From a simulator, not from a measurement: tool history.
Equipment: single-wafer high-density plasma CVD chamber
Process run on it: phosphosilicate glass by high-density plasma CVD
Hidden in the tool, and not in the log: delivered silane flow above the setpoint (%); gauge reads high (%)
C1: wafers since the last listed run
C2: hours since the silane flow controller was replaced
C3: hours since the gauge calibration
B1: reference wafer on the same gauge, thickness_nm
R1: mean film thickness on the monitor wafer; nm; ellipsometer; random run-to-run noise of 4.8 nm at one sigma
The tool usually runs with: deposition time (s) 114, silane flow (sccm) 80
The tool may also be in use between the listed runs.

{"run": 1, "hour": 0.0, "deposition time (s)": 114, "silane flow (sccm)": 80, "C1": 0, "C2": 1845.1, "C3": 179.2, "B1": 891.122, "R1": 986.928}
{"run": 2, "hour": 35.1, "deposition time (s)": 114, "silane flow (sccm)": 80, "C1": 436, "C2": 1880.2, "C3": 214.3, "B1": 890.024, "R1": 972.328}
{"run": 3, "hour": 72.9, "deposition time (s)": 114, "silane flow (sccm)": 80, "C1": 469, "C2": 1918, "C3": 252.1, "B1": 889.385, "R1": 975.824}
{"run": 4, "hour": 138.2, "deposition time (s)": 114, "silane flow (sccm)": 80, "C1": 811, "C2": 1983.3, "C3": 317.4, "B1": 890.088, "R1": 984.255}
{"run": 5, "hour": 170.0, "deposition time (s)": 114, "silane flow (sccm)": 80, "C1": 395, "C2": 2015.1, "C3": 349.2, "B1": 890.054, "R1": 974.926}
{"run": 6, "hour": 218.5, "deposition time (s)": 114, "silane flow (sccm)": 80, "C1": 602, "C2": 2063.6, "C3": 397.7, "B1": 887.957, "R1": 970.198}
{"run": 7, "hour": 259.5, "deposition time (s)": 106, "silane flow (sccm)": 80, "C1": 509, "C2": 2104.6, "C3": 438.7, "B1": 890.101, "R1": 901.804}
{"run": 8, "hour": 319.4, "deposition time (s)": 106, "silane flow (sccm)": 80, "C1": 744, "C2": 2164.5, "C3": 498.6, "B1": 891.303, "R1": 903.427}
{"run": 9, "hour": 360.0, "deposition time (s)": 114, "silane flow (sccm)": 80, "C1": 504, "C2": 2205.1, "C3": 539.2, "B1": 888.745, "R1": 977.796}
{"run": 10, "hour": 403.6, "deposition time (s)": 114, "silane flow (sccm)": 80, "C1": 541, "C2": 2248.7, "C3": 582.8, "B1": 890.489, "R1": 972.725}
{"run": 11, "hour": 435.7, "deposition time (s)": 114, "silane flow (sccm)": 80, "C1": 398, "C2": 2280.8, "C3": 614.9, "B1": 889.273, "R1": 974.878}
{"run": 12, "hour": 483.9, "deposition time (s)": 114, "silane flow (sccm)": 80, "C1": 599, "C2": 2329, "C3": 663.1, "B1": 889.976, "R1": 970.96}
{"run": 13, "hour": 510.3, "deposition time (s)": 104, "silane flow (sccm)": 91, "C1": 328, "C2": 2355.4, "C3": 689.5, "B1": 890.579, "R1": 1008.03}
{"hour": 536.7, "done": "gauge calibrated"}
{"run": 14, "hour": 548.1, "deposition time (s)": 133, "silane flow (sccm)": 64, "C1": 469, "C2": 2393.2, "C3": 11.4, "B1": 889.508, "R1": 905.794}
{"run": 15, "hour": 604.9, "deposition time (s)": 114, "silane flow (sccm)": 80, "C1": 705, "C2": 2450, "C3": 68.2, "B1": 889.423, "R1": 962.987}
{"run": 16, "hour": 629.5, "deposition time (s)": 114, "silane flow (sccm)": 89, "C1": 305, "C2": 2474.6, "C3": 92.8, "B1": 889.788, "R1": 1067.06}
{"hour": 664.7, "done": "silane flow controller replaced"}
{"run": 17, "hour": 665.4, "deposition time (s)": 114, "silane flow (sccm)": 80, "C1": 346, "C2": 0.7, "C3": 128.7, "B1": 889.569, "R1": 1028.045}
{"run": 18, "hour": 690.1, "deposition time (s)": 127, "silane flow (sccm)": 69, "C1": 306, "C2": 25.4, "C3": 153.4, "B1": 891.601, "R1": 984.272}
{"run": 19, "hour": 749.2, "deposition time (s)": 122, "silane flow (sccm)": 80, "C1": 734, "C2": 84.5, "C3": 212.5, "B1": 889.095, "R1": 1091.084}
{"run": 20, "hour": 815.1, "deposition time (s)": 114, "silane flow (sccm)": 80, "C1": 819, "C2": 150.4, "C3": 278.4, "B1": 889.798, "R1": 1024.648}
{"run": 21, "hour": 881.9, "deposition time (s)": 106, "silane flow (sccm)": 74, "C1": 830, "C2": 217.2, "C3": 345.2, "B1": 889.773, "R1": 874.814}
{"run": 22, "hour": 952.2, "deposition time (s)": 136, "silane flow (sccm)": 94, "C1": 873, "C2": 287.5, "C3": 415.5, "B1": 890.072, "R1": 1406.364}
{"run": 23, "hour": 1002.0, "deposition time (s)": 120, "silane flow (sccm)": 84, "C1": 618, "C2": 337.3, "C3": 465.3, "B1": 890.961, "R1": 1110.218}
{"run": 24, "hour": 1070.4, "deposition time (s)": 127, "silane flow (sccm)": 69, "C1": 850, "C2": 405.7, "C3": 533.7, "B1": 889.104, "R1": 973.502}
{"run": 25, "hour": 1116.0, "deposition time (s)": 114, "silane flow (sccm)": 80, "C1": 566, "C2": 451.3, "C3": 579.3, "B1": 889.769, "R1": 1009.332}

Below are 5 alternative next runs, each starting from the tool's condition after run 25. Predict each:
{"run": "A", "hour": 1116.4, "deposition time (s)": 92, "silane flow (sccm)": 80, "C1": 4, "C2": 451.7, "C3": 579.7, "B1": "?", "R1": "?"}
{"run": "B", "hour": 1116.4, "deposition time (s)": 124, "silane flow (sccm)": 73, "C1": 4, "C2": 451.7, "C3": 579.7, "B1": "?", "R1": "?"}
{"run": "C", "hour": 1116.4, "deposition time (s)": 97, "silane flow (sccm)": 92, "C1": 4, "C2": 451.7, "C3": 579.7, "B1": "?", "R1": "?"}
{"run": "D", "hour": 1116.4, "deposition time (s)": 137, "silane flow (sccm)": 66, "C1": 4, "C2": 451.7, "C3": 579.7, "B1": "?", "R1": "?"}
{"run": "E", "hour": 1116.4, "deposition time (s)": 100, "silane flow (sccm)": 92, "C1": 4, "C2": 451.7, "C3": 579.7, "B1": "?", "R1": "?"}

run=A B1=888.526 R1=815.352
run=B B1=888.526 R1=1005.879
run=C B1=888.526 R1=984.477
run=D B1=888.526 R1=1008.503
run=E B1=888.526 R1=1014.925
Without the tool's hidden state the same runs would have given:
run=A R1=827.089
run=B R1=1020.359
run=C R1=998.649
run=D R1=1023.02
run=E R1=1029.535
